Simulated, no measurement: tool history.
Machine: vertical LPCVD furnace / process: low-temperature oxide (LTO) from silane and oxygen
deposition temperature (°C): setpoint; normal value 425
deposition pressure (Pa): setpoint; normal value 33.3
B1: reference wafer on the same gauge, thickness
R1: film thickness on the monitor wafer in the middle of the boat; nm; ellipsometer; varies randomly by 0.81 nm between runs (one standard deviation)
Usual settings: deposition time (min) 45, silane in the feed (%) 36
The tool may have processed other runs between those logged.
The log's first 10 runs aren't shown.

Run 11, hour 128: usual settings but silane in the feed (%) 41; B1 589.21. Result: R1 659.47 nm.
Run 12, hour 132.4: usual settings; B1 588.97. Result: R1 568.77 nm.
At hour 151: thermocouples replaced and temperature profile calibrated.
Run 13, hour 151.5: usual settings; B1 588.98. Result: R1 544.83 nm.
Run 14, hour 155.9: usual settings but deposition pressure (Pa) 36.7, deposition time (min) 55.5; B1 588.99. Result: R1 736.64 nm.
Run 15, hour 160.3: usual settings but silane in the feed (%) 33; B1 589.01. Result: R1 486.43 nm.
Run 16, hour 166.1: usual settings but silane in the feed (%) 32; B1 589.1. Result: R1 467.44 nm.
At hour 167.9: gauge calibrated.
Run 17, hour 175.8: usual settings but silane in the feed (%) 31; B1 588.94. Result: R1 449.07 nm.
Run 18, hour 184.2: usual settings but deposition temperature (°C) 418, deposition time (min) 54.5; B1 588.98. Result: R1 612.66 nm.
Run 19, hour 199.2: usual settings but deposition temperature (°C) 419, deposition pressure (Pa) 38.7; B1 589.29. Result: R1 593.81 nm.
Run 20, hour 207.6: usual settings but deposition pressure (Pa) 28; B1 588.91. Result: R1 456.91 nm.
Run 21, hour 221.4: usual settings but deposition temperature (°C) 433, deposition time (min) 30.5, silane in the feed (%) 31; B1 588.86. Result: R1 330.22 nm.
Run 22, hour 229.6: usual settings but deposition time (min) 57; B1 589.25. Result: R1 689.28 nm.
At hour 256.8: silane flow controller replaced.
Run 23, hour 257.3: usual settings but deposition temperature (°C) 419, deposition pressure (Pa) 29.3, deposition time (min) 57, silane in the feed (%) 33; B1 589.03. Result: R1 509.85 nm.
Run 24, hour 261.7: usual settings; B1 588.87. Result: R1 544.28 nm.
Run 25, hour 266.1: usual settings but deposition pressure (Pa) 29.3, silane in the feed (%) 31; B1 589.16. Result: R1 394.24 nm.
Run 26, hour 279.7: usual settings; B1 589.13. Result: R1 543.85 nm.
Run 27, hour 287.5: usual settings; B1 588.69. Result: R1 544.38 nm.
Run 28, hour 303.2: usual settings but deposition temperature (°C) 415, deposition pressure (Pa) 26; B1 588.71. Result: R1 381.67 nm.
Run 29, hour 320.3: usual settings but deposition pressure (Pa) 40, deposition time (min) 40; B1 588.95. Result: R1 579.82 nm.
Run 30, hour 331.6: usual settings but deposition temperature (°C) 420; B1 588.87. Result: R1 517.47 nm.

Run 31, settings as shown, results not yet in. Your forecast:
Run 31, hour 349.9: usual settings but deposition time (min) 39; B1 ?. Result: R1 ?.

{"run 31": {"B1": 588.84, "R1": 471.78}}
The same run, on a tool lacking any hidden state, would have yielded R1 469.89 nm.

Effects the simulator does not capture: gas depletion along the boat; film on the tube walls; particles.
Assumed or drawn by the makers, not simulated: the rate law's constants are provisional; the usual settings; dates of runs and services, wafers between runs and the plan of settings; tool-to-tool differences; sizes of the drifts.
